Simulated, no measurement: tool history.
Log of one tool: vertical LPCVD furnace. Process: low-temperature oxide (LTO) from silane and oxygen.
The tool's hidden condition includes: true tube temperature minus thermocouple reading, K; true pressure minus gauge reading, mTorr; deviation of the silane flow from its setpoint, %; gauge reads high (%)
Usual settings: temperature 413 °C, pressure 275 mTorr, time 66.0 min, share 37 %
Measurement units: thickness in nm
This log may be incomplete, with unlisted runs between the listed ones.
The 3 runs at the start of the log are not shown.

| run | hour | temperature | pressure | time | share | wafers since the last listed run | hours since the last temperature calibration | hours since the pressure gauge was zeroed | hours since the silane flow controller was replaced | hours since the gauge calibration | read-back reference wafer on the same gauge, thickness | thickness |
|---|---|---|---|---|---|---|---|---|---|---|---|---|
| 4 | 214.7 | 413 | 275 | 79.0 | 37 | 536 | 1800.1 | 2882.6 | 1943.7 | 2231.2 | 756.48 | 983.74 |
|  | 267.9 | pressure gauge zeroed |
| 5 | 270.3 | 413 | 275 | 79.0 | 37 | 345 | 1855.7 | 2.4 | 1999.3 | 2286.8 | 755.84 | 903.53 |
| 6 | 378.0 | 413 | 275 | 66.0 | 32 | 1177 | 1963.4 | 110.1 | 2107.0 | 2394.5 | 753.99 | 624.02 |
|  | 448.5 | gauge calibrated |
| 7 | 466.2 | 425 | 275 | 88.5 | 42 | 964 | 2051.6 | 198.3 | 2195.2 | 17.7 | 755.20 | 1338.75 |
| 8 | 518.3 | 407 | 275 | 66.0 | 37 | 569 | 2103.7 | 250.4 | 2247.3 | 69.8 | 755.43 | 719.33 |
| 9 | 595.7 | 413 | 275 | 50.0 | 37 | 846 | 2181.1 | 327.8 | 2324.7 | 147.2 | 756.11 | 574.43 |
|  | 687.6 | silane flow controller replaced |
| 10 | 688.1 | 413 | 210 | 66.0 | 37 | 747 | 2273.5 | 420.2 | 0.5 | 239.6 | 755.12 | 582.43 |
| 11 | 759.7 | 418 | 275 | 66.0 | 37 | 782 | 2345.1 | 491.8 | 72.1 | 311.2 | 754.51 | 809.75 |
| 12 | 802.3 | 413 | 275 | 66.0 | 37 | 465 | 2387.7 | 534.4 | 114.7 | 353.8 | 754.45 | 767.44 |
| 13 | 908.3 | 413 | 275 | 66.0 | 37 | 1158 | 2493.7 | 640.4 | 220.7 | 459.8 | 754.58 | 763.39 |
| 14 | 952.7 | 406 | 275 | 66.0 | 30 | 485 | 2538.1 | 684.8 | 265.1 | 504.2 | 754.43 | 534.55 |
| 15 | 1010.1 | 413 | 210 | 66.0 | 37 | 627 | 2595.5 | 742.2 | 322.5 | 561.6 | 755.50 | 580.04 |
|  | 1065.9 | pressure gauge zeroed, repeated, since the last time left the tool worse |
| 16 | 1066.4 | 413 | 275 | 66.0 | 37 | 353 | 2651.8 | 0.5 | 378.8 | 617.9 | 754.61 | 794.80 |
| 17 | 1100.1 | 407 | 275 | 66.0 | 37 | 368 | 2685.5 | 34.2 | 412.5 | 651.6 | 754.80 | 750.67 |
| 18 | 1197.9 | 413 | 275 | 66.0 | 37 | 1069 | 2783.3 | 132.0 | 510.3 | 749.4 | 754.75 | 804.94 |
| 19 | 1259.8 | 413 | 275 | 66.0 | 37 | 676 | 2845.2 | 193.9 | 572.2 | 811.3 | 755.25 | 801.97 |
|  | 1307.2 | thermocouples replaced and temperature profile calibrated |
| 20 | 1307.7 | 413 | 275 | 66.0 | 33 | 261 | 0.5 | 241.8 | 620.1 | 859.2 | 755.54 | 695.67 |
| 21 | 1402.9 | 421 | 325 | 66.0 | 43 | 1040 | 95.7 | 337.0 | 715.3 | 954.4 | 754.91 | 1220.89 |
| 22 | 1444.2 | 418 | 320 | 85.0 | 40 | 451 | 137.0 | 378.3 | 756.6 | 995.7 | 755.81 | 1386.59 |
| 23 | 1537.3 | 408 | 275 | 66.0 | 37 | 1017 | 230.1 | 471.4 | 849.7 | 1088.8 | 755.30 | 764.82 |
| 24 | 1611.2 | 405 | 275 | 89.0 | 37 | 807 | 304.0 | 545.3 | 923.6 | 1162.7 | 754.93 | 999.09 |
| 25 | 1663.2 | 413 | 275 | 66.0 | 37 | 568 | 356.0 | 597.3 | 975.6 | 1214.7 | 755.81 | 810.74 |
| 26 | 1749.7 | 413 | 275 | 90.0 | 37 | 945 | 442.5 | 683.8 | 1062.1 | 1301.2 | 754.90 | 1103.10 |
| 27 | 1831.9 | 413 | 215 | 66.0 | 31 | 898 | 524.7 | 766.0 | 1144.3 | 1383.4 | 754.80 | 503.94 |

Run 28 is up next; what results do you expect?
| 28 | 1917.8 | 413 | 305 | 66.0 | 41 | 939 | 610.6 | 851.9 | 1230.2 | 1469.3 | ? | ? |

{"run 28": {"read-back reference wafer on the same gauge, thickness": 755.15, "thickness": 1010.28}}
Take away the tool's hidden state, keep the run-to-run variation as it was, and the same run would have given thickness 996.33 nm.
